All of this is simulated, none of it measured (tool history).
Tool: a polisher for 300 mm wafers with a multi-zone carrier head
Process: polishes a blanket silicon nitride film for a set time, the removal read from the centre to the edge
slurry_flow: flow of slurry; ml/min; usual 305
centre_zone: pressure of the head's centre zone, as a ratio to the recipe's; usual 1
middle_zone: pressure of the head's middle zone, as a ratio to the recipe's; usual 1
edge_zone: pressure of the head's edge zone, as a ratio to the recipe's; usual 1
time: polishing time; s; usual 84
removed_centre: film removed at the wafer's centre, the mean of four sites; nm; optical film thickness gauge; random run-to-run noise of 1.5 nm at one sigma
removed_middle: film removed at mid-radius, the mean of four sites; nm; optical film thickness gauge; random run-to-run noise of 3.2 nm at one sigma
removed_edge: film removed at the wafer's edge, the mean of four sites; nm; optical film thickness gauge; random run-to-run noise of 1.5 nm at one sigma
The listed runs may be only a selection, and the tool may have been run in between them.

run,hour,slurry_flow,centre_zone,middle_zone,edge_zone,time,"incoming thickness of the incoming film, nm",removed_centre,removed_middle,removed_edge
1,0,240,1,1,1,84,712.9,201.1,218.6,214.4
# hour 57.7: centre zone pressure recalibrated
2,80.8,305,1,1,1,65,717.5,164.5,168.7,168.4
# hour 125.5: slurry nozzle cleaned
3,159.9,305,1,1,1,65,703.7,166.4,167.6,166.4
4,206.2,305,1,1,1,84,712.8,213.1,219.8,214.1
5,270.2,305,1,1,1,84,719.5,211.8,223.2,216.6
# hour 388.9: worn pad replaced by a new one
6,509.1,305,1,1,1,84,707.1,211.9,220.7,215.2
7,599.8,305,1.1,1.03,1,58,706.1,159.6,158.2,149.4
# hour 654.3: carrier head's membrane replaced by a new one
# hour 663.1: slurry nozzle cleaned
8,679.1,305,1,0.96,1,84,712.8,212.4,218.1,216.3
9,748.9,405,0.94,0.96,1,108,697.8,259.8,278,286
# hour 820.2: worn pad replaced by a new one
10,848.5,275,1.11,1.08,1,56,710.1,151.4,153.2,144.1
11,952.3,305,1.03,1,1,64,710.9,159.8,166.8,164.1
# hour 982.2: edge zone pressure recalibrated
12,993.1,305,1,0.92,1.12,84,708.8,204.2,206.5,226
# hour 996: centre zone pressure recalibrated
13,1036.5,305,1,1.05,1,84,706.7,214.4,228.6,216.7
14,1084.5,305,0.89,1.09,1,96,714.4,218.1,267.4,246
15,1144.9,305,1.05,1,1,58,710.3,154.4,151.6,149.5
# hour 1153.5: slurry nozzle cleaned
# hour 1208.7: worn pad replaced by a new one
16,1209.2,305,1,1.04,1,58,704.7,146.8,156.2,149.5
17,1293.7,305,1,1,1,84,705.8,213.6,217.5,215.7
18,1358.4,305,1.1,1,0.9,112,714,308.8,295.8,275.7
19,1423.2,305,1,1,1,84,711.4,213.7,221.5,216
20,1488.5,305,1.1,1,1,63,710.4,175.3,164.8,163.9
21,1541.3,385,1,0.96,1,84,712.2,218.2,215.4,219.5
22,1614,305,1,1,1,84,710.3,209.9,221.8,214.6

The tool's hidden state at each run:
removal rate lost through wear of the pad, %: 0 on each run
slurry flow missing at the pad, %: 0 on each run
deviation of the edge zone's pressure from its setpoint, %: 0 on each run
H1: deviation of the centre zone's pressure from its setpoint, %
run,H1
1,-2.89
2,0.00031
3,-0.054
4,-0.118
5,-0.244
6,-1.11
7,-1.61
8,-2.11
9,-2.61
10,-3.42
11,-4.38
12,-4.79
13,0.144
14,0.11
15,0.0313
16,-0.0963
17,-0.333
18,-0.567
19,-0.847
20,-1.18
21,-1.48
22,-1.94
